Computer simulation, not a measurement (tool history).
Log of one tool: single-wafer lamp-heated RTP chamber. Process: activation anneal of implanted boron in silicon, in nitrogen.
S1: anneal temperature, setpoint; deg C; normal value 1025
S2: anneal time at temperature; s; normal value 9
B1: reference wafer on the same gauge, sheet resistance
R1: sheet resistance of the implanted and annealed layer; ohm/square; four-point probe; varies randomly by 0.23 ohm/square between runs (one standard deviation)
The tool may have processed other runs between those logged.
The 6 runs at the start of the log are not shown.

| run | hour | S1 | S2 | B1 | R1 |
|---|---|---|---|---|---|
| 7 | 162.6 | 1038 | 9 | 109.99 | 108.94 |
| 8 | 193.2 | 1038 | 9 | 109.97 | 108.68 |
| 9 | 206.2 | 1038 | 9 | 110.02 | 108.98 |
| 10 | 225.1 | 1003 | 9 | 109.97 | 113.53 |
| 11 | 241.1 | 1025 | 9 | 109.99 | 109.87 |
|  | 254.5 | pyrometer window cleaned and pyrometer calibrated |
| 12 | 275.7 | 1025 | 9 | 109.99 | 109.5 |
| 13 | 305.1 | 1025 | 9 | 110.03 | 109.96 |
| 14 | 327.3 | 1025 | 9 | 110.03 | 109.58 |
| 15 | 355.9 | 1005 | 9 | 110.01 | 112.7 |
| 16 | 382 | 1015 | 9 | 110.01 | 110.63 |
| 17 | 401.2 | 1025 | 9 | 109.99 | 109.53 |
|  | 428.3 | pyrometer window cleaned and pyrometer calibrated |
| 18 | 428.8 | 998 | 13 | 110 | 112.7 |
| 19 | 439.7 | 1013 | 5 | 109.98 | 111.41 |
|  | 466 | gauge calibrated |
|  | 476.3 | reflector plate cleaned |
| 20 | 476.8 | 1025 | 9 | 109.98 | 110.54 |
| 21 | 502.7 | 1001 | 9 | 109.99 | 115.69 |
| 22 | 526.7 | 1047 | 5 | 109.96 | 109.04 |
| 23 | 550.8 | 1035 | 12 | 110.01 | 109.12 |
| 24 | 574.3 | 1005 | 7 | 110 | 114.69 |
|  | 582.7 | pyrometer window cleaned and pyrometer calibrated |
| 25 | 591.3 | 1025 | 9 | 110 | 110.32 |
| 26 | 618.2 | 1039 | 5 | 109.96 | 109.47 |
| 27 | 652.9 | 1041 | 13 | 110.02 | 109.03 |
| 28 | 665.7 | 1025 | 7 | 109.97 | 110.9 |
| 29 | 698.8 | 1044 | 4 | 110.03 | 108.88 |
|  | 751 | pyrometer window cleaned and pyrometer calibrated |
| 30 | 774.6 | 1037 | 9 | 110.01 | 109.43 |

Consider 4 possible next runs. They are alternatives, not a sequence: every one starts from the tool as it was left by run 30. What does each give?
| A | 775 | 1025 | 9 | ? | ? |
| B | 775 | 1034 | 6 | ? | ? |
| C | 775 | 1053 | 5 | ? | ? |
| D | 775 | 1004 | 9 | ? | ? |

| run | B1 | R1 |
|---|---|---|
| A | 110 | 110.84 |
| B | 110 | 110.24 |
| C | 110 | 109.31 |
| D | 110 | 114.78 |
Stripped of hidden state, with their random variation kept, the same runs would have yielded:
| run | R1 |
|---|---|
| A | 111.05 |
| B | 110.41 |
| C | 109.35 |
| D | 115.33 |
